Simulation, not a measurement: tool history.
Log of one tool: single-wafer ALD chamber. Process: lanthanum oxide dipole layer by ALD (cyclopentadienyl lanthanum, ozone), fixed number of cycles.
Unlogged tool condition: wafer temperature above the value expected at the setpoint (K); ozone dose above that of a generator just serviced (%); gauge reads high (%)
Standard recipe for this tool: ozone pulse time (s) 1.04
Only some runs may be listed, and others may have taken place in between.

run	hour	ozone pulse time (s)	wafers since the last listed run	hours since the last thermocouple change	hours since the last ozone generator service	hours since the showerhead was replaced	hours since the gauge calibration	read-back reference wafer on the same gauge, thickness_nm	mean film thickness on the monitor wafer (nm)
1	0	1.04	0	2422.6	505.6	4491.8	410.5	0.49	0.495
2	27.5	1.33	344	2450.1	533.1	4519.3	438	0.49	0.544
3	62.6	1.33	440	2485.2	568.2	4554.4	473.1	0.49	0.542
4	94.8	1.33	403	2517.4	600.4	4586.6	505.3	0.49	0.54
5	119.2	0.82	305	2541.8	624.8	4611	529.7	0.49	0.393
6	153.6	1.3	431	2576.2	659.2	4645.4	564.1	0.49	0.531
7	185.1	1.28	394	2607.7	690.7	4676.9	595.6	0.49	0.529
8	206.2	1.2	264	2628.8	711.8	4698	616.7	0.49	0.515
9	226.6	1.2	255	2649.2	732.2	4718.4	637.1	0.49	0.515
# hour 257.3: thermocouple changed; heater temperature recalibrated
# hour 257.6: gauge calibrated
10	258.8	0.86	303	1.5	764.4	4750.6	1.2	0.49	0.41
11	284	1.04	315	26.7	789.6	4775.8	26.4	0.489	0.476
12	313.2	1.04	366	55.9	818.8	4805	55.6	0.491	0.473
13	332.4	1.04	240	75.1	838	4824.2	74.8	0.49	0.47
14	345.2	0.69	160	87.9	850.8	4837	87.6	0.49	0.296
# hour 360.6: ozone generator serviced
15	361.7	0.76	106	104.4	1.1	4853.5	104.1	0.491	0.397
16	386.7	1.15	313	129.4	26.1	4878.5	129.1	0.49	0.532
17	415.3	1.38	358	158	54.7	4907.1	157.7	0.49	0.557
18	431.9	0.78	208	174.6	71.3	4923.7	174.3	0.49	0.403
19	447	0.84	189	189.7	86.4	4938.8	189.4	0.49	0.44
20	465.4	0.9	230	208.1	104.8	4957.2	207.8	0.49	0.458
# hour 478.5: showerhead replaced
21	500.5	1.4	339	243.2	139.9	22	242.9	0.49	0.556
22	524.3	1.04	298	267	163.7	45.8	266.7	0.49	0.505
23	545.4	0.91	264	288.1	184.8	66.9	287.8	0.49	0.461
24	569.7	1.04	304	312.4	209.1	91.2	312.1	0.49	0.503
25	604.8	1.04	440	347.5	244.2	126.3	347.2	0.49	0.502
26	635.8	0.73	388	378.5	275.2	157.3	378.2	0.49	0.357
27	656.5	0.85	259	399.2	295.9	178	398.9	0.49	0.43

What was the tool's hidden state at every run in the log?
wafer temperature above the value expected at the setpoint (K): 0 on each run
gauge reads high (%): 0 on each run
H1: ozone dose above that of a generator just serviced (%)
run	H1
1	-7.35
2	-7.72
3	-8.2
4	-8.64
5	-8.97
6	-9.44
7	-9.87
8	-10.2
9	-10.4
10	-10.9
11	-11.2
12	-11.6
13	-11.9
14	-12
15	-0.14
16	-0.481
17	-0.87
18	-1.1
19	-1.3
20	-1.55
21	-2.03
22	-2.35
23	-2.64
24	-2.97
25	-3.45
26	-3.87
27	-4.15

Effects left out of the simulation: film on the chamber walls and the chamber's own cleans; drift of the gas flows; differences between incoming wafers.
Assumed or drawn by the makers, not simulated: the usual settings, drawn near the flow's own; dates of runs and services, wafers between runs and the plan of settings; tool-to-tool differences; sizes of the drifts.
